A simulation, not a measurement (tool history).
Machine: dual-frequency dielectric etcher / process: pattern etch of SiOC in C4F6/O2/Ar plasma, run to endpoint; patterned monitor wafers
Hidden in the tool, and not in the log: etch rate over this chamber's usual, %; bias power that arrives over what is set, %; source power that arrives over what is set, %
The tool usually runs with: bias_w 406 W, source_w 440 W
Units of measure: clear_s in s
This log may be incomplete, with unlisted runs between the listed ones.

run	hour	bias_w	source_w	wafers since the last listed run	hours since the last wet clean	hours since the last bias power generator calibration	hours since the last source power generator calibration	hours since the last upper electrode change	incoming incoming film thickness, nm	clear_s
1	0.0	355	440	0	26.4	2539.6	2973.9	5442.4	47.85	17.5
2	66.2	355	440	1031	92.6	2605.8	3040.1	5508.6	47.97	17.8
3	122.4	385	380	875	148.8	2662.0	3096.3	5564.8	47.43	18.2
4	151.3	385	380	450	177.7	2690.9	3125.2	5593.7	47.63	18.1
5	203.9	385	380	819	230.3	2743.5	3177.8	5646.3	47.41	18.4
6	354.6	406	480	2347	381.0	2894.2	3328.5	5797.0	47.40	17.0
7	396.3	406	440	649	422.7	2935.9	3370.2	5838.7	47.81	17.8
8	420.9	406	440	383	447.3	2960.5	3394.8	5863.3	47.64	17.6
# hour 450.2: upper electrode replaced
# hour 470.0: bias power generator calibrated
9	477.6	494	390	446	504.0	7.6	3451.5	27.4	47.71	17.8
# hour 483.1: source power generator calibrated
10	505.1	406	440	366	531.5	35.1	22.0	54.9	47.45	17.7
# hour 581.7: wet clean of the chamber
11	582.2	502	400	827	0.5	112.2	99.1	132.0	47.28	16.8
12	625.1	406	370	668	43.4	155.1	142.0	174.9	47.69	18.1
13	660.4	406	530	549	78.7	190.4	177.3	210.2	48.19	16.4
14	709.8	337	440	769	128.1	239.8	226.7	259.6	47.71	17.9
15	776.2	357	370	1034	194.5	306.2	293.1	326.0	47.79	18.7
16	800.6	406	440	380	218.9	330.6	317.5	350.4	47.68	17.3

Entry by entry between the runs, the difference in hidden state between the last listed run before and the first listed run after:
Runs 8 to 9: upper electrode replaced (hour 450.2); bias power generator calibrated (hour 470.0)
  etch rate over this chamber's usual, %: -3.82 -> -4.28
  measured less the result without the state, clear_s: +0.6 -> +0.7 s
Runs 9 to 10: source power generator calibrated (hour 483.1)
  etch rate over this chamber's usual, %: -4.28 -> -4.5
  measured less the result without the state, clear_s: +0.7 -> +0.8 s
Runs 10 to 11: wet clean of the chamber (hour 581.7)
  etch rate over this chamber's usual, %: -4.5 -> -0.38
  measured less the result without the state, clear_s: +0.8 -> +0.1 s
